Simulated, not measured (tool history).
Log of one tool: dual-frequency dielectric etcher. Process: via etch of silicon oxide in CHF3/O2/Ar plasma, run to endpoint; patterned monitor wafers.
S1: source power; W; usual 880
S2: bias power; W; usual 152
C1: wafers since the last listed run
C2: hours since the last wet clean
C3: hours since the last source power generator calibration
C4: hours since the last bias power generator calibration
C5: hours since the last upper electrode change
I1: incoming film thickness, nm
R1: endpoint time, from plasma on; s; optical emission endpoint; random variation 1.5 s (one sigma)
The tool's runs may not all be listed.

| run | hour | S1 | S2 | C1 | C2 | C3 | C4 | C5 | I1 | R1 |
|---|---|---|---|---|---|---|---|---|---|---|
| 1 | 0 | 880 | 161 | 0 | 344.8 | 1574.1 | 2804.5 | 1878.8 | 451.3 | 212.7 |
| 2 | 70.7 | 760 | 139 | 347 | 415.5 | 1644.8 | 2875.2 | 1949.5 | 454.3 | 235.4 |
| 3 | 116.7 | 880 | 152 | 226 | 461.5 | 1690.8 | 2921.2 | 1995.5 | 451.9 | 214.2 |
| 4 | 160.1 | 880 | 152 | 213 | 504.9 | 1734.2 | 2964.6 | 2038.9 | 453.2 | 215.5 |
| 5 | 213.1 | 880 | 131 | 260 | 557.9 | 1787.2 | 3017.6 | 2091.9 | 454.6 | 220.6 |
|  | 239.3 | wet clean of the chamber |
| 6 | 297.1 | 880 | 152 | 294 | 57.8 | 1871.2 | 3101.6 | 2175.9 | 452.5 | 222.5 |
| 7 | 321.2 | 880 | 152 | 118 | 81.9 | 1895.3 | 3125.7 | 2200 | 453.2 | 221.6 |
| 8 | 356.1 | 880 | 152 | 171 | 116.8 | 1930.2 | 3160.6 | 2234.9 | 451.6 | 217.5 |
| 9 | 411.5 | 880 | 182 | 272 | 172.2 | 1985.6 | 3216 | 2290.3 | 456 | 211.7 |
| 10 | 459.3 | 880 | 182 | 235 | 220 | 2033.4 | 3263.8 | 2338.1 | 454.1 | 206.8 |
| 11 | 489.7 | 980 | 152 | 149 | 250.4 | 2063.8 | 3294.2 | 2368.5 | 458.3 | 209.2 |
| 12 | 550.4 | 880 | 152 | 298 | 311.1 | 2124.5 | 3354.9 | 2429.2 | 450.4 | 217.4 |
| 13 | 577.5 | 740 | 166 | 133 | 338.2 | 2151.6 | 3382 | 2456.3 | 450 | 231.2 |
| 14 | 611.5 | 880 | 132 | 167 | 372.2 | 2185.6 | 3416 | 2490.3 | 453.1 | 220.7 |
| 15 | 667.7 | 1070 | 120 | 276 | 428.4 | 2241.8 | 3472.2 | 2546.5 | 453.9 | 206.3 |
| 16 | 719.4 | 880 | 136 | 254 | 480.1 | 2293.5 | 3523.9 | 2598.2 | 451.4 | 216.9 |
|  | 742.3 | bias power generator calibrated |
| 17 | 754.8 | 1050 | 182 | 154 | 515.5 | 2328.9 | 12.5 | 2633.6 | 451.6 | 185.5 |
| 18 | 782.8 | 880 | 152 | 137 | 543.5 | 2356.9 | 40.5 | 2661.6 | 455.9 | 212 |
|  | 819.8 | upper electrode replaced, of another model than before |
| 19 | 820.3 | 1050 | 182 | 66 | 581 | 2394.4 | 78 | 0.5 | 450.8 | 176.6 |
|  | 834.2 | source power generator calibrated |
|  | 844.6 | wet clean of the chamber |
| 20 | 880.4 | 730 | 142 | 224 | 35.8 | 46.2 | 138.1 | 60.6 | 451.4 | 259.5 |
| 21 | 921.3 | 980 | 164 | 201 | 76.7 | 87.1 | 179 | 101.5 | 452.7 | 198.1 |
| 22 | 975.9 | 880 | 152 | 268 | 131.3 | 141.7 | 233.6 | 156.1 | 451.5 | 217.6 |
| 23 | 1039.8 | 750 | 173 | 314 | 195.2 | 205.6 | 297.5 | 220 | 453.8 | 233.3 |
| 24 | 1092.5 | 880 | 152 | 259 | 247.9 | 258.3 | 350.2 | 272.7 | 450.2 | 215.1 |
| 25 | 1133.3 | 1040 | 117 | 200 | 288.7 | 299.1 | 391 | 313.5 | 452.4 | 213.6 |

The tool's hidden state at each run:
source power that arrives over what is set, %: 0 in every run
bias power that arrives over what is set, %: 0 in every run
H1: etch rate over this chamber's usual, %
| run | H1 |
|---|---|
| 1 | 2.91 |
| 2 | 3.6 |
| 3 | 4.05 |
| 4 | 4.48 |
| 5 | 5 |
| 6 | 0.485 |
| 7 | 0.722 |
| 8 | 1.06 |
| 9 | 1.61 |
| 10 | 2.08 |
| 11 | 2.37 |
| 12 | 2.97 |
| 13 | 3.23 |
| 14 | 3.57 |
| 15 | 4.12 |
| 16 | 4.63 |
| 17 | 4.97 |
| 18 | 5.25 |
| 19 | 5.62 |
| 20 | 0.0125 |
| 21 | 0.414 |
| 22 | 0.949 |
| 23 | 1.58 |
| 24 | 2.09 |
| 25 | 2.49 |
